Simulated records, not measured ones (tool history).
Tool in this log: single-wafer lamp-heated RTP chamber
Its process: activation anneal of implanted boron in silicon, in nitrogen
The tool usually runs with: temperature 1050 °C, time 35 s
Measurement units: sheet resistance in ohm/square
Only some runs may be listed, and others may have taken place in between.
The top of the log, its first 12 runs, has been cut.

run    hour  temperature  time  wafers since the last listed run  wafers since the last pyrometer calibration  wafers since the reflector plate was cleaned  hours since the gauge calibration  read-back reference wafer on the same gauge, sheet resistance  sheet resistance
 13   921.9         1064    35                               874                                         2345                                          1168                              325.7                                                         246.14            232.81
 14   992.2         1064    35                               571                                         2917                                          1740                                396                                                         246.11            232.91
 15  1081.9         1050    35                               729                                         3646                                          2469                              485.7                                                          246.2            234.49
       1143  -- pyrometer window cleaned and pyrometer calibrated
 16  1182.8         1050    35                               755                                          323                                          3224                              586.6                                                         246.43            234.03
 17    1269         1050    52                               700                                         1024                                          3925                              672.8                                                         246.52            233.67
 18  1349.6         1064    35                               655                                         1679                                          4580                              753.4                                                         246.37            233.37
 19    1392         1050    35                               344                                         2024                                          4925                              795.8                                                         246.68             234.4
 20  1465.6         1032    27                               598                                         2622                                          5523                              869.4                                                         246.84            237.98
 21  1543.7         1050    25                               634                                         3257                                          6158                              947.5                                                         246.74             236.2
 22  1602.5         1068    18                               478                                         3735                                          6636                             1006.3                                                         247.11            235.61
 23    1675         1058    55                               589                                         4324                                          7226                             1078.8                                                         247.09            233.51
       1750  -- pyrometer window cleaned and pyrometer calibrated
 24  1781.4         1077    45                               799                                          255                                          8026                             1185.2                                                         247.39            233.19
 25  1877.5         1063    35                               781                                         1036                                          8807                             1281.3                                                         247.62            233.83
 26  1973.3         1073    35                               778                                         1815                                          9586                             1377.1                                                         247.64            234.45
 27  2029.9         1032    27                               460                                         2275                                         10046                             1433.7                                                         247.88            239.09
 28    2090         1050    54                               488                                         2763                                         10534                             1493.8                                                         248.22            234.49
     2111.3  -- reflector plate cleaned
 29  2141.8         1050    45                               356                                         3119                                           247                             1545.6                                                         248.18            234.94
 30  2181.4         1050    35                               321                                         3441                                           569                             1585.2                                                         248.28            236.71
     2269.8  -- pyrometer window cleaned and pyrometer calibrated
 31  2277.2         1050    35                               713                                           60                                          1283                               1681                                                         248.94            236.59
 32  2368.5         1050    35                               742                                          802                                          2025                             1772.3                                                         248.89            236.57
 33  2430.5         1038    26                               504                                         1306                                          2529                             1834.3                                                         249.31            238.31
     2457.1  -- gauge calibrated
 34  2496.7         1037    54                               538                                         1844                                          3067                               39.6                                                         246.47            234.07
 35  2546.1         1050    17                               401                                         2246                                          3469                                 89                                                         246.41            236.64

What if the next run were any one of these 5? Each begins from the tool's condition after run 35:
  A  2546.5         1050    44                                 3                                         2249                                          3472                               89.4                                                              ?                 ?
  B  2546.5         1040    42                                 3                                         2249                                          3472                               89.4                                                              ?                 ?
  C  2546.5         1079    22                                 3                                         2249                                          3472                               89.4                                                              ?                 ?
  D  2546.5         1068    21                                 3                                         2249                                          3472                               89.4                                                              ?                 ?
  E  2546.5         1024    54                                 3                                         2249                                          3472                               89.4                                                              ?                 ?

run  read-back reference wafer on the same gauge, sheet resistance  sheet resistance
  A                                                         246.62            234.08
  B                                                         246.62            235.06
  C                                                         246.62            234.42
  D                                                         246.62            235.08
  E                                                         246.62            236.04
Stripped of hidden state, with their random variation kept, the same runs would have yielded:
run  sheet resistance
  A            233.52
  B             234.5
  C            233.86
  D            234.52
  E            235.48
